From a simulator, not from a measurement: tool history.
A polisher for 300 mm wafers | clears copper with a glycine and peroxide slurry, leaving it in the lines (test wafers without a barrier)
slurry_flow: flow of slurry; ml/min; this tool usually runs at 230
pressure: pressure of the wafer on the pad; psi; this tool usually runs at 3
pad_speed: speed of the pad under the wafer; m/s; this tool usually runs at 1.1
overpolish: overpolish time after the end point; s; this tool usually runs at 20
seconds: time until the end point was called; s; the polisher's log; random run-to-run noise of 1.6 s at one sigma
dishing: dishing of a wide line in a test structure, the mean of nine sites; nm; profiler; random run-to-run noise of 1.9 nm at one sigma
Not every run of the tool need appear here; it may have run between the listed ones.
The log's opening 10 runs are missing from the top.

| run | day | slurry_flow | pressure | pad_speed | overpolish | incoming thickness of the incoming film, nm | seconds | dishing |
|---|---|---|---|---|---|---|---|---|
| 11 | 20.842 | 230 | 3 | 1.1 | 25 | 596.1 | 103.8 | 85.4 |
|  | 22.071 | worn pad replaced by a new one, of another model than before |
| 12 | 22.246 | 230 | 3 | 1.1 | 25 | 603.1 | 100.3 | 89.5 |
| 13 | 23.621 | 230 | 3 | 1.1 | 25 | 587.7 | 97.4 | 95.1 |
| 14 | 24.833 | 230 | 3 | 1.1 | 20 | 593 | 93.4 | 75.2 |
| 15 | 27.038 | 230 | 3 | 1.1 | 20 | 590.6 | 95.6 | 78.1 |
| 16 | 28.546 | 230 | 3 | 1.1 | 20 | 597.6 | 96.7 | 75.7 |
|  | 29.733 | head pressure recalibrated |
| 17 | 30.675 | 180 | 3 | 1.1 | 20 | 600.5 | 97.2 | 76 |
| 18 | 32.938 | 285 | 2.6 | 1.38 | 12 | 597.7 | 91.6 | 50.8 |
|  | 34.004 | slurry nozzle cleaned |
| 19 | 35.088 | 230 | 3 | 1.1 | 17 | 601.8 | 93.6 | 70.3 |
|  | 35.533 | worn pad replaced by a new one |
| 20 | 37.125 | 230 | 3.7 | 1.1 | 20 | 595.3 | 84.4 | 84.2 |
| 21 | 39.367 | 265 | 3 | 0.94 | 25 | 601.3 | 102.4 | 89.1 |
| 22 | 41.412 | 230 | 3 | 1.1 | 20 | 598.2 | 96.3 | 78.6 |
| 23 | 44.217 | 230 | 2.3 | 0.72 | 20 | 585.9 | 129.5 | 61.2 |
| 24 | 46.971 | 165 | 3 | 0.78 | 20 | 585.9 | 112 | 68.4 |
|  | 47.879 | worn pad replaced by a new one |
| 25 | 48.125 | 285 | 3 | 1.48 | 13 | 599.2 | 81.9 | 62.8 |
| 26 | 50.171 | 230 | 3 | 1.1 | 20 | 587 | 96.2 | 77.9 |
| 27 | 52.804 | 230 | 3.4 | 1.1 | 26 | 606.3 | 89.8 | 103 |
| 28 | 54.796 | 230 | 2.7 | 1.1 | 20 | 589.8 | 101.9 | 74.6 |
| 29 | 57.746 | 230 | 3 | 1.1 | 20 | 593.1 | 98 | 73.9 |
| 30 | 59.129 | 275 | 3.8 | 1.48 | 20 | 595.4 | 71.6 | 97.3 |
|  | 59.621 | worn pad replaced by a new one |
| 31 | 60.233 | 305 | 3 | 0.82 | 20 | 602.6 | 108.6 | 68.7 |
|  | 61.767 | slurry nozzle cleaned |
| 32 | 61.892 | 155 | 3 | 1.1 | 12 | 594.8 | 98.4 | 50 |

Each row is a separate what-if for the run after 32, all from the same tool condition, not one after another. Results?
| A | 61.912 | 230 | 3 | 1.1 | 20 | 588.2 | ? | ? |
| B | 61.912 | 305 | 3 | 1.1 | 29 | 588.2 | ? | ? |
| C | 61.912 | 295 | 3 | 0.96 | 20 | 588.2 | ? | ? |
| D | 61.912 | 230 | 3.7 | 0.92 | 20 | 588.2 | ? | ? |
| E | 61.912 | 200 | 3 | 0.96 | 31 | 588.2 | ? | ? |

| run | seconds | dishing |
|---|---|---|
| A | 94.6 | 79.5 |
| B | 92.6 | 106.5 |
| C | 98.3 | 77.3 |
| D | 90.5 | 83.2 |
| E | 101.4 | 105 |
Without the tool's unlogged condition, the same runs would have read:
| run | seconds | dishing |
|---|---|---|
| A | 94.1 | 79.8 |
| B | 92.2 | 106.8 |
| C | 97.9 | 77.5 |
| D | 90 | 83.6 |
| E | 100.8 | 105.4 |
